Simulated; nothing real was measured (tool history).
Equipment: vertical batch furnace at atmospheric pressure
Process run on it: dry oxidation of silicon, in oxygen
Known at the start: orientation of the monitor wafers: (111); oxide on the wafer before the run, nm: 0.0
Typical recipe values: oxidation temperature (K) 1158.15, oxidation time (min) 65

run,hour,oxidation temperature (K),oxidation time (min),"read-back reference wafer on the same gauge, thickness",oxide thickness on the monitor wafer (Å)
1,0,1165.15,65,24.01,260.7
2,42.9,1165.15,65,24,261.5
3,52.1,1165.15,65,24,261.3
4,66.2,1145.15,56.5,24,193.1
5,81.4,1145.15,56.5,24.01,191.9
6,92.4,1139.15,65,24,198.7
7,106.4,1139.15,65,23.97,198.6
8,125.2,1139.15,65,23.99,197.7
9,133.4,1158.15,56.5,24.01,220.9
10,139.8,1158.15,56.5,23.98,221.7
11,149.6,1171.15,65,24,279.1
12,156.2,1171.15,65,24.01,277.8
13,169.2,1158.15,87.5,24,299.7
14,205.9,1158.15,78,24.01,277
15,215.4,1158.15,65,24.01,243.3
16,225.1,1158.15,49,23.99,200.7
17,244.2,1158.15,49,23.97,199.5
18,256.3,1158.15,49,24.01,199.6
19,265.1,1164.15,65,24.02,259.6
20,274.7,1144.15,48.5,24,169.7
21,290.6,1166.15,42.5,24.01,197.4
22,304.6,1136.15,42.5,24,141.7
23,320.3,1139.15,65,24.01,199.3
24,327.1,1151.15,41,23.99,163.9
25,344.5,1158.15,65,24,244.1
26,371.1,1164.15,56,24,232.4
27,375.7,1158.15,65,24,243.3
28,380.2,1158.15,65,24.01,243.9
29,390.8,1177.15,52.5,24.02,255.6
30,405.7,1140.15,65,24.02,199.6
31,415,1148.15,65,23.99,219.4
32,428,1135.15,47.5,24.03,151.4
33,439.5,1145.15,56.5,23.98,191.9
34,449.3,1150.15,37.5,23.98,152
35,459.9,1158.15,65,24.02,244.5
36,473.9,1144.15,65,23.99,209.8
37,491.7,1135.15,47.5,23.99,151.7
38,504.6,1147.15,41,23.98,156.3

Between the runs listed above, the log contained 3 entries, not reproduced here. Where in the sequence does each belong, and how does what the log doesn't record of the tool's condition differ from the listed run before to the listed run after?
In the gap between runs 13 and 14: boat lift adjusted (hour 196.4)
  both runs share identical hidden conditions
In the gap between runs 20 and 21: gauge calibrated (hour 274.7)
  both runs share identical hidden conditions
In the gap between runs 25 and 26: thermocouples replaced and temperature profile calibrated (hour 370.6)
  both runs share identical hidden conditions
